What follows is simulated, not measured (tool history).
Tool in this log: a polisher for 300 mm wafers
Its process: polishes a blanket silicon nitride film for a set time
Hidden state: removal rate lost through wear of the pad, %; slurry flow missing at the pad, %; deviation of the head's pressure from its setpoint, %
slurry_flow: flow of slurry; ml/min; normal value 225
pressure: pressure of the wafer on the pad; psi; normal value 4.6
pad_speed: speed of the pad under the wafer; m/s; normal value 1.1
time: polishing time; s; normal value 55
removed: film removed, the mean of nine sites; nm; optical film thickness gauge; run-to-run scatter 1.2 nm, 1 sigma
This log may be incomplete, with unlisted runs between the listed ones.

run,hour,slurry_flow,pressure,pad_speed,time,wafers since the last listed run,wafers polished on this pad,hours since the slurry nozzle was cleaned,hours since the head pressure was calibrated,"incoming thickness of the incoming film, nm",removed
1,0,160,4.6,1.1,55,0,134,465.2,814.3,372.9,127.2
2,17.6,225,5.4,1.1,41,251,385,482.8,831.9,387.1,107
3,30.5,225,5.4,1.1,41,184,570,495.7,844.8,382.4,106
4,36.9,225,5.4,1.1,41,91,661,502.1,851.2,381.1,105
5,43.2,225,4.6,1.1,55,90,751,508.4,857.5,385.1,125.7
6,60.3,225,4.6,1.1,55,244,995,525.5,874.6,377.8,123.7
7,73,225,4.6,1.1,55,181,1177,538.2,887.3,386.6,119.6
8,81.3,225,4.6,1.1,55,118,1295,546.5,895.6,382.4,121
# hour 89.7: worn pad replaced by a new one
9,98.6,225,4.6,1.1,55,190,127,563.8,912.9,373,132.7
10,106.5,225,4.6,1.1,55,112,240,571.7,920.8,377.7,131.6
11,120.9,225,4.6,0.88,55,205,446,586.1,935.2,380.5,106.9
# hour 138.9: head pressure recalibrated
12,142.9,225,4.6,0.88,55,285,731,608.1,4,381.6,98.4
13,159.4,225,4.6,0.88,55,235,967,624.6,20.5,381,96.5
14,166.4,225,4.6,1.1,55,100,1067,631.6,27.5,381.2,114.1
# hour 194.7: worn pad replaced by a new one
15,208.4,225,4.6,1.1,55,542,195,673.6,69.5,382.4,124.1
16,223.4,225,3.4,1.44,66,214,409,688.6,84.5,382.6,149.8
17,229.6,225,4.6,1.3,66,88,498,694.8,90.7,377.4,165
18,243.7,280,4.6,1.32,55,201,699,708.9,104.8,382.5,140.9
19,256.5,225,3.8,1.34,55,182,882,721.7,117.6,380,121.6
20,268,225,4.6,1.1,55,164,1046,733.2,129.1,375.4,116.7
21,278.4,160,4.6,1.1,55,148,1195,743.6,139.5,379.3,108.4
22,288.2,290,6.1,1.1,44,140,1335,753.4,149.3,377.7,112.6
23,296.3,225,3.9,1.28,55,115,1450,761.5,157.4,384.7,114
# hour 309.1: worn pad replaced by a new one
24,313.2,225,4.6,1.1,55,184,58,778.4,174.3,378.3,126.6
# hour 349.3: slurry nozzle cleaned
25,351.9,200,3.5,1.1,45,538,596,2.6,213,377.5,82.9
26,364.1,225,5.4,1.1,41,174,770,14.8,225.2,377.7,99.5
27,374.8,225,5.4,1.1,41,152,923,25.5,235.9,383,98.1
28,391.8,260,5.4,1.1,55,242,1166,42.5,252.9,371.2,132.5
29,408.4,280,3.7,1.1,55,237,1403,59.1,269.5,375.6,101
# hour 412.6: worn pad replaced by a new one
30,416.5,290,4.1,1.1,55,58,55,67.2,277.6,374.9,120.9
31,430,225,4.6,1.1,55,192,248,80.7,291.1,380.9,125.3
32,438.9,155,4.6,1.1,55,127,375,89.6,300,378.1,120
33,455.3,225,4.6,1.1,70,234,610,106,316.4,371.7,156.8
34,473,255,3.2,0.9,61,252,862,123.7,334.1,376.9,92.5
35,490.7,160,4.6,1.1,55,252,1115,141.4,351.8,381.7,112.2
36,504.5,225,4.6,1.1,40,197,1313,155.2,365.6,375.6,85.7

Here are 5 independent what-if runs from the current tool condition. What would each one return?
A,504.9,225,4.6,1.1,73,5,1318,155.6,366,379.3,?
B,504.9,225,5.6,1.1,55,5,1318,155.6,366,379.3,?
C,504.9,200,4.6,1.1,55,5,1318,155.6,366,379.3,?
D,504.9,225,3.8,1.1,61,5,1318,155.6,366,379.3,?
E,504.9,265,4.6,1.1,55,5,1318,155.6,366,379.3,?

run,removed
A,154.4
B,132.6
C,114.7
D,114.6
E,118.3
Take away the tool's hidden state, keep each run's random variation, and the runs would have read:
run,removed
A,164.8
B,141.5
C,122.5
D,122.4
E,126.3

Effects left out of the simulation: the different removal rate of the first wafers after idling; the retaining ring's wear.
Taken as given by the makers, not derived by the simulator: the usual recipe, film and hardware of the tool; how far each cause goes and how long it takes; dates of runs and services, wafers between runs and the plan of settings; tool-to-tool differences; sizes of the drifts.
